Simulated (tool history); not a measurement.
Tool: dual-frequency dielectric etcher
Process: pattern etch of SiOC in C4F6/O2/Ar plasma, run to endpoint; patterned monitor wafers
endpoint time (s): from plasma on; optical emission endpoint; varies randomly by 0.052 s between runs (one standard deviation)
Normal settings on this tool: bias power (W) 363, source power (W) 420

run   hour  bias power (W)  source power (W)  wafers since the last listed run  hours since the last wet clean  hours since the last bias power generator calibration  hours since the last source power generator calibration  hours since the last upper electrode change  incoming incoming film thickness, nm  endpoint time (s)
  1    0.0             293               420                                 0                           491.6                                                 3636.3                                                   4232.1                                       4539.3                                 27.07                9.5
      25.1  -- wet clean of the chamber
  2   29.9             293               420                                52                             4.8                                                 3666.2                                                   4262.0                                       4569.2                                 27.45                9.7
  3   62.2             363               420                               290                            37.1                                                 3698.5                                                   4294.3                                       4601.5                                 27.24                9.1
  4   82.8             406               420                               184                            57.7                                                 3719.1                                                   4314.9                                       4622.1                                 27.05                8.7
  5  108.1             406               420                               227                            83.0                                                 3744.4                                                   4340.2                                       4647.4                                 27.14                8.7
  6  132.3             363               420                               217                           107.2                                                 3768.6                                                   4364.4                                       4671.6                                 27.10                9.0
     163.3  -- bias power generator calibrated
  7  163.8             363               420                               246                           138.7                                                    0.5                                                   4395.9                                       4703.1                                 27.10                9.0
  8  187.7             363               420                               214                           162.6                                                   24.4                                                   4419.8                                       4727.0                                 27.39                9.0
  9  213.6             363               420                               232                           188.5                                                   50.3                                                   4445.7                                       4752.9                                 27.13                8.9
 10  230.4             363               420                               150                           205.3                                                   67.1                                                   4462.5                                       4769.7                                 27.04                9.0
 11  244.1             450               330                               123                           219.0                                                   80.8                                                   4476.2                                       4783.4                                 27.19                8.9
 12  272.5             363               380                               255                           247.4                                                  109.2                                                   4504.6                                       4811.8                                 27.34                9.3
 13  302.0             437               480                               264                           276.9                                                  138.7                                                   4534.1                                       4841.3                                 26.95                8.0
 14  330.0             275               420                               251                           304.9                                                  166.7                                                   4562.1                                       4869.3                                 27.27                9.7
 15  346.5             414               390                               148                           321.4                                                  183.2                                                   4578.6                                       4885.8                                 27.00                8.5
 16  374.3             363               420                               249                           349.2                                                  211.0                                                   4606.4                                       4913.6                                 27.30                8.9
 17  387.8             284               450                               121                           362.7                                                  224.5                                                   4619.9                                       4927.1                                 27.26                9.4
     417.5  -- upper electrode replaced
 18  418.0             363               420                                55                           392.9                                                  254.7                                                   4650.1                                          0.5                                 27.15                8.9
 19  447.4             363               360                               263                           422.3                                                  284.1                                                   4679.5                                         29.9                                 27.09                9.2
 20  473.6             363               420                               235                           448.5                                                  310.3                                                   4705.7                                         56.1                                 27.33                8.9
     502.5  -- wet clean of the chamber
 21  505.6             317               520                                71                             3.1                                                  342.3                                                   4737.7                                         88.1                                 27.27                9.1
     523.5  -- source power generator calibrated
 22  526.4             280               340                               150                            23.9                                                  363.1                                                      2.9                                        108.9                                 27.12               10.3
 23  549.3             363               420                               205                            46.8                                                  386.0                                                     25.8                                        131.8                                 27.01                8.9
 24  572.1             340               350                               204                            69.6                                                  408.8                                                     48.6                                        154.6                                 27.29                9.6
 25  590.1             363               420                               161                            87.6                                                  426.8                                                     66.6                                        172.6                                 27.25                9.0
 26  602.7             363               420                               113                           100.2                                                  439.4                                                     79.2                                        185.2                                 27.18                9.0
 27  617.0             388               470                               128                           114.5                                                  453.7                                                     93.5                                        199.5                                 26.95                8.5
 28  633.5             392               500                               148                           131.0                                                  470.2                                                    110.0                                        216.0                                 26.97                8.3
 29  666.1             400               360                               292                           163.6                                                  502.8                                                    142.6                                        248.6                                 27.28                9.0
 30  684.1             363               490                               161                           181.6                                                  520.8                                                    160.6                                        266.6                                 27.14                8.5
 31  715.0             389               520                               277                           212.5                                                  551.7                                                    191.5                                        297.5                                 27.10                8.2
 32  746.1             403               500                               279                           243.6                                                  582.8                                                    222.6                                        328.6                                 27.09                8.2
 33  777.1             297               420                               278                           274.6                                                  613.8                                                    253.6                                        359.6                                 27.28                9.5
 34  806.2             302               330                               261                           303.7                                                  642.9                                                    282.7                                        388.7                                 26.98               10.0
 35  832.8             303               380                               238                           330.3                                                  669.5                                                    309.3                                        415.3                                 27.35                9.7

Consider 4 possible next runs. They are alternatives, not a sequence: every one starts from the tool as it was left by run 35. What does each give?
  A  833.2             363               350                                 3                           330.7                                                  669.9                                                    309.7                                        415.7                                 26.87                  ?
  B  833.2             274               420                                 3                           330.7                                                  669.9                                                    309.7                                        415.7                                 26.87                  ?
  C  833.2             276               360                                 3                           330.7                                                  669.9                                                    309.7                                        415.7                                 26.87                  ?
  D  833.2             299               330                                 3                           330.7                                                  669.9                                                    309.7                                        415.7                                 26.87                  ?

run  endpoint time (s)
  A                9.3
  B                9.7
  C               10.0
  D               10.0
The same runs, with their run-to-run variation unchanged, on a tool lacking any hidden condition would have given:
run  endpoint time (s)
  A                9.5
  B                9.9
  C               10.3
  D               10.2
